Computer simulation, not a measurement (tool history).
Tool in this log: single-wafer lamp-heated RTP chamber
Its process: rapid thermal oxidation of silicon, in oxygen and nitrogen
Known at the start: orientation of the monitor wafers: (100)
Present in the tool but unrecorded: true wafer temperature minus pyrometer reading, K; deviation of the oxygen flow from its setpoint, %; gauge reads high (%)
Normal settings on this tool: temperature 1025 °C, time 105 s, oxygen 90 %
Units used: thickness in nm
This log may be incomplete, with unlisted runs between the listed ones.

| run | hour | temperature | time | oxygen | wafers since the last listed run | wafers since the last pyrometer calibration | hours since the oxygen flow controller was replaced | hours since the gauge calibration | read-back reference wafer on the same gauge, thickness | thickness |
|---|---|---|---|---|---|---|---|---|---|---|
| 1 | 0.0 | 1025 | 105 | 90 | 0 | 6136 | 2296.6 | 273.7 | 9.076 | 8.826 |
| 2 | 52.1 | 1025 | 105 | 90 | 683 | 6820 | 2348.7 | 325.8 | 9.067 | 8.845 |
| 3 | 144.8 | 1025 | 105 | 90 | 1216 | 8037 | 2441.4 | 418.5 | 9.072 | 8.942 |
| 4 | 199.1 | 1034 | 105 | 90 | 712 | 8749 | 2495.7 | 472.8 | 9.078 | 9.543 |
|  | 212.4 | pyrometer window cleaned and pyrometer calibrated |
| 5 | 242.0 | 1047 | 105 | 90 | 458 | 387 | 2538.6 | 515.7 | 9.070 | 10.123 |
| 6 | 326.4 | 1025 | 105 | 90 | 1107 | 1495 | 2623.0 | 600.1 | 9.070 | 8.648 |
| 7 | 372.8 | 1025 | 105 | 90 | 608 | 2104 | 2669.4 | 646.5 | 9.074 | 8.677 |
| 8 | 458.3 | 1025 | 105 | 90 | 1122 | 3226 | 2754.9 | 732.0 | 9.072 | 8.709 |
| 9 | 556.2 | 1025 | 105 | 90 | 1284 | 4511 | 2852.8 | 829.9 | 9.063 | 8.758 |
| 10 | 627.5 | 1025 | 105 | 90 | 935 | 5447 | 2924.1 | 901.2 | 9.073 | 8.796 |
| 11 | 670.9 | 1025 | 105 | 83 | 569 | 6016 | 2967.5 | 944.6 | 9.064 | 8.609 |
| 12 | 709.4 | 1025 | 105 | 83 | 505 | 6521 | 3006.0 | 983.1 | 9.069 | 8.585 |
|  | 781.5 | pyrometer window cleaned and pyrometer calibrated |
| 13 | 924.8 | 1025 | 105 | 98 | 2721 | 1880 | 3221.4 | 1198.5 | 9.070 | 9.451 |
| 14 | 967.6 | 1025 | 156 | 61 | 561 | 2442 | 3264.2 | 1241.3 | 9.068 | 9.547 |
| 15 | 1046.2 | 998 | 105 | 98 | 1031 | 3473 | 3342.8 | 1319.9 | 9.069 | 7.800 |
| 16 | 1082.5 | 998 | 85 | 90 | 476 | 3950 | 3379.1 | 1356.2 | 9.073 | 6.850 |
|  | 1110.4 | gauge calibrated |
|  | 1121.7 | oxygen flow controller replaced |
| 17 | 1145.7 | 1025 | 105 | 90 | 724 | 4674 | 24.0 | 35.3 | 9.072 | 9.178 |
|  | 1183.6 | pyrometer window cleaned and pyrometer calibrated, repeated, since the last time left the tool worse |
| 18 | 1202.8 | 1025 | 105 | 90 | 644 | 251 | 81.1 | 92.4 | 9.071 | 8.646 |
| 19 | 1273.4 | 1025 | 105 | 90 | 926 | 1178 | 151.7 | 163.0 | 9.066 | 8.659 |
| 20 | 1488.9 | 1039 | 155 | 69 | 2828 | 4006 | 367.2 | 378.5 | 9.064 | 10.489 |
| 21 | 1561.9 | 1025 | 105 | 90 | 958 | 4964 | 440.2 | 451.5 | 9.072 | 8.747 |
| 22 | 1622.1 | 999 | 105 | 90 | 790 | 5754 | 500.4 | 511.7 | 9.069 | 7.285 |
| 23 | 1716.1 | 998 | 85 | 90 | 1233 | 6987 | 594.4 | 605.7 | 9.079 | 6.574 |
| 24 | 1874.9 | 1025 | 147 | 70 | 2083 | 9071 | 753.2 | 764.5 | 9.064 | 9.605 |
|  | 1935.3 | pyrometer window cleaned and pyrometer calibrated |
| 25 | 2075.1 | 1025 | 76 | 90 | 2522 | 1834 | 953.4 | 964.7 | 9.075 | 7.488 |
| 26 | 2162.3 | 1025 | 105 | 73 | 1144 | 2978 | 1040.6 | 1051.9 | 9.064 | 8.059 |

Here are 3 independent what-if runs from the current tool condition. What would each one return?
| A | 2162.7 | 1025 | 105 | 90 | 5 | 2984 | 1041.0 | 1052.3 | ? | ? |
| B | 2162.7 | 997 | 152 | 69 | 5 | 2984 | 1041.0 | 1052.3 | ? | ? |
| C | 2162.7 | 1025 | 131 | 62 | 5 | 2984 | 1041.0 | 1052.3 | ? | ? |

| run | read-back reference wafer on the same gauge, thickness | thickness |
|---|---|---|
| A | 9.068 | 8.701 |
| B | 9.068 | 7.635 |
| C | 9.068 | 8.420 |
Take away the tool's hidden state, keep each run's random variation, and the runs would have read:
| run | thickness |
|---|---|
| A | 8.665 |
| B | 7.602 |
| C | 8.386 |

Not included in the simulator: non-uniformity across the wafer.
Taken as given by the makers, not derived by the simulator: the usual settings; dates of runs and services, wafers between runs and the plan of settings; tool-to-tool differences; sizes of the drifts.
